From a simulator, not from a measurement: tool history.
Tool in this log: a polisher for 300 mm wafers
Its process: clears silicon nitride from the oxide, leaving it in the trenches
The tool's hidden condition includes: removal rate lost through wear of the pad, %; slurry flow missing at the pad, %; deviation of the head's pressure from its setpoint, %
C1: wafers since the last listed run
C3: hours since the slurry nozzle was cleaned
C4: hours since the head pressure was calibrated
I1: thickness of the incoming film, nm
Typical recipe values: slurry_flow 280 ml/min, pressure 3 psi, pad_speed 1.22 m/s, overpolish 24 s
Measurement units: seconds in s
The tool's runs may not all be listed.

Run 1, day 0: usual settings but overpolish 14 s; C1 0; wafers polished on this pad 1105; C3 213.9; C4 471.9; I1 109.5. Result: seconds 115 s.
At day 3.025: worn pad replaced by a new one.
Run 2, day 3.046: usual settings but overpolish 14 s; C1 422; wafers polished on this pad 3; C3 287; C4 545; I1 108.3. Result: seconds 110.1 s.
Run 3, day 4.921: usual settings but overpolish 14 s; C1 274; wafers polished on this pad 278; C3 332; C4 590; I1 108.5. Result: seconds 111.2 s.
At day 7.092: head pressure recalibrated.
Run 4, day 8.458: usual settings; C1 506; wafers polished on this pad 784; C3 416.9; C4 32.8; I1 110.2. Result: seconds 117.2 s.
Run 5, day 9.979: usual settings; C1 222; wafers polished on this pad 1007; C3 453.4; C4 69.3; I1 108.6. Result: seconds 115.4 s.
At day 12.296: worn pad replaced by a new one.
Run 6, day 12.575: usual settings but pad_speed 0.9 m/s, overpolish 33 s; C1 356; wafers polished on this pad 41; C3 515.7; C4 131.6; I1 110. Result: seconds 153.8 s.
Run 7, day 14.158: usual settings but pad_speed 0.9 m/s, overpolish 33 s; C1 232; wafers polished on this pad 273; C3 553.7; C4 169.6; I1 110.3. Result: seconds 150.5 s.
Run 8, day 16.25: usual settings but overpolish 30 s; C1 306; wafers polished on this pad 579; C3 603.9; C4 219.8; I1 109.9. Result: seconds 116.1 s.
Run 9, day 18.254: usual settings; C1 293; wafers polished on this pad 873; C3 652; C4 267.9; I1 109.4. Result: seconds 117.1 s.
Run 10, day 21.196: usual settings but pad_speed 1.4 m/s, overpolish 28 s; C1 431; wafers polished on this pad 1304; C3 722.6; C4 338.5; I1 110.1. Result: seconds 106.3 s.
At day 21.562: slurry nozzle cleaned.
At day 21.696: worn pad replaced by a new one.
Run 11, day 24.883: usual settings but slurry_flow 250 ml/min, pressure 2.3 psi, overpolish 29 s; C1 514; wafers polished on this pad 467; C3 79.7; C4 427; I1 110.9. Result: seconds 136.1 s.
Run 12, day 27.438: usual settings but pad_speed 1.4 m/s, overpolish 28 s; C1 374; wafers polished on this pad 841; C3 141; C4 488.3; I1 111.9. Result: seconds 102.1 s.
At day 30.971: worn pad replaced by a new one.
Run 13, day 31: usual settings but slurry_flow 350 ml/min, pad_speed 1.08 m/s; C1 497; wafers polished on this pad 4; C3 226.5; C4 573.8; I1 110.2. Result: seconds 126 s.
At day 33.296: head pressure recalibrated.
Run 14, day 35.446: usual settings but pressure 3.5 psi, pad_speed 1.38 m/s, overpolish 15 s; C1 639; wafers polished on this pad 643; C3 333.2; C4 51.6; I1 111.3. Result: seconds 91.5 s.
Run 15, day 37.292: usual settings; C1 270; wafers polished on this pad 914; C3 377.5; C4 95.9; I1 108.5. Result: seconds 113.6 s.
At day 40.288: worn pad replaced by a new one.
Run 16, day 41.008: usual settings; C1 520; wafers polished on this pad 105; C3 466.7; C4 185.1; I1 109.1. Result: seconds 115.8 s.
Run 17, day 45.375: usual settings but slurry_flow 365 ml/min, pad_speed 1.4 m/s; C1 640; wafers polished on this pad 745; C3 571.5; C4 289.9; I1 107.5. Result: seconds 100.5 s.
Run 18, day 47.629: usual settings but pad_speed 0.86 m/s, overpolish 35 s; C1 330; wafers polished on this pad 1076; C3 625.6; C4 344; I1 109.4. Result: seconds 158.9 s.

Some steps in seconds between neighbouring runs. How much of each would the tool show without its hidden state too (settings, what came in, random variation), and how much is left for the hidden state, with any gauge scatter that isn't in both results?
Run 10 -> 11: slurry_flow 280 -> 250, pressure 3 -> 2.3, pad_speed 1.4 -> 1.22, overpolish 28 -> 29, slurry nozzle cleaned, worn pad replaced by a new one. seconds +29.8 s: hidden state -5, all else +34.8.
Run 17 -> 18: slurry_flow 365 -> 280, pad_speed 1.4 -> 0.86, overpolish 24 -> 35. seconds +58.4 s: hidden state +3.7, all else +54.7.
